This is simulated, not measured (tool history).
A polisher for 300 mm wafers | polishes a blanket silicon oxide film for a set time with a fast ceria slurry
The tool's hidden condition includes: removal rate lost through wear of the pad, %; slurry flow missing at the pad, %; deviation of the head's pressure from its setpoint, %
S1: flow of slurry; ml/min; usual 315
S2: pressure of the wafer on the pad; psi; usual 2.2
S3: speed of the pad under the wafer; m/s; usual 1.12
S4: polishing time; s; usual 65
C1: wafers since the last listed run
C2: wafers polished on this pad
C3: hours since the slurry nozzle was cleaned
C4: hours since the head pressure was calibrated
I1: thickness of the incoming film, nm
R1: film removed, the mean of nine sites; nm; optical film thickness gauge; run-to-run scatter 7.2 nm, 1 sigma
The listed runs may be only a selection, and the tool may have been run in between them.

| run | hour | S1 | S2 | S3 | S4 | C1 | C2 | C3 | C4 | I1 | R1 |
|---|---|---|---|---|---|---|---|---|---|---|---|
| 1 | 0.0 | 315 | 2.2 | 1.12 | 65 | 0 | 118 | 81.6 | 788.4 | 3017.2 | 864.6 |
| 2 | 15.9 | 315 | 2.2 | 1.12 | 65 | 99 | 218 | 97.5 | 804.3 | 2974.1 | 859.1 |
| 3 | 25.5 | 315 | 2.2 | 1.12 | 65 | 59 | 277 | 107.1 | 813.9 | 2961.9 | 868.9 |
| 4 | 35.1 | 315 | 2.2 | 1.12 | 65 | 59 | 337 | 116.7 | 823.5 | 2992.9 | 860.6 |
| 5 | 41.6 | 260 | 2.2 | 1.12 | 51 | 40 | 378 | 123.2 | 830.0 | 3003.4 | 665.0 |
| 6 | 58.0 | 260 | 2.2 | 1.12 | 51 | 102 | 480 | 139.6 | 846.4 | 3003.1 | 670.6 |
| 7 | 67.0 | 260 | 2.2 | 1.12 | 51 | 56 | 536 | 148.6 | 855.4 | 2929.3 | 665.0 |
| 8 | 80.4 | 315 | 2.2 | 1.12 | 65 | 83 | 620 | 162.0 | 868.8 | 3007.7 | 881.5 |
| 9 | 87.3 | 270 | 2.2 | 1.12 | 65 | 43 | 663 | 168.9 | 875.7 | 3000.5 | 850.3 |
| 10 | 104.5 | 270 | 2.2 | 1.12 | 65 | 107 | 770 | 186.1 | 892.9 | 2969.1 | 864.5 |
| 11 | 119.2 | 270 | 2.2 | 1.12 | 65 | 91 | 861 | 200.8 | 907.6 | 2952.8 | 870.9 |
| 12 | 135.0 | 315 | 1.5 | 1.12 | 65 | 98 | 960 | 216.6 | 923.4 | 2976.2 | 679.5 |
| 13 | 143.7 | 315 | 2.8 | 1.12 | 65 | 54 | 1014 | 225.3 | 932.1 | 3037.0 | 1050.9 |
|  | 150.1 | head pressure recalibrated |
|  | 153.0 | worn pad replaced by a new one, of another model than before |
| 14 | 157.5 | 315 | 2.2 | 1.12 | 65 | 55 | 27 | 239.1 | 7.4 | 2961.0 | 816.5 |
| 15 | 165.8 | 315 | 2.6 | 1.12 | 55 | 51 | 79 | 247.4 | 15.7 | 2948.8 | 812.0 |
| 16 | 182.1 | 315 | 1.5 | 1.12 | 65 | 101 | 181 | 263.7 | 32.0 | 2948.1 | 567.0 |
|  | 200.1 | slurry nozzle cleaned |
| 17 | 200.6 | 315 | 1.8 | 0.98 | 65 | 109 | 290 | 0.5 | 50.5 | 2935.2 | 617.5 |
| 18 | 206.1 | 210 | 2.7 | 0.80 | 72 | 34 | 324 | 6.0 | 56.0 | 3049.8 | 882.2 |
| 19 | 258.9 | 275 | 2.2 | 1.12 | 55 | 329 | 653 | 58.8 | 108.8 | 3021.3 | 681.3 |
| 20 | 270.1 | 315 | 2.2 | 1.12 | 65 | 69 | 723 | 70.0 | 120.0 | 3024.3 | 839.0 |
| 21 | 282.8 | 355 | 2.0 | 1.12 | 78 | 79 | 802 | 82.7 | 132.7 | 3023.0 | 911.6 |
| 22 | 300.2 | 315 | 2.2 | 1.50 | 65 | 108 | 911 | 100.1 | 150.1 | 3038.4 | 1012.6 |
| 23 | 314.0 | 315 | 2.2 | 0.88 | 65 | 86 | 997 | 113.9 | 163.9 | 3044.0 | 722.5 |

Below are 3 alternative next runs, each starting from the tool's condition after run 23. Predict each:
| A | 314.4 | 225 | 2.2 | 1.12 | 65 | 2 | 999 | 114.3 | 164.3 | 2999.3 | ? |
| B | 314.4 | 390 | 2.4 | 1.12 | 80 | 2 | 999 | 114.3 | 164.3 | 2999.3 | ? |
| C | 314.4 | 215 | 2.2 | 1.24 | 65 | 2 | 999 | 114.3 | 164.3 | 2999.3 | ? |

| run | R1 |
|---|---|
| A | 810.2 |
| B | 1121.1 |
| C | 862.4 |
With the hidden condition removed and each run's random variation left untouched, the same runs would have given:
| run | R1 |
|---|---|
| A | 796.1 |
| B | 1101.5 |
| C | 847.3 |
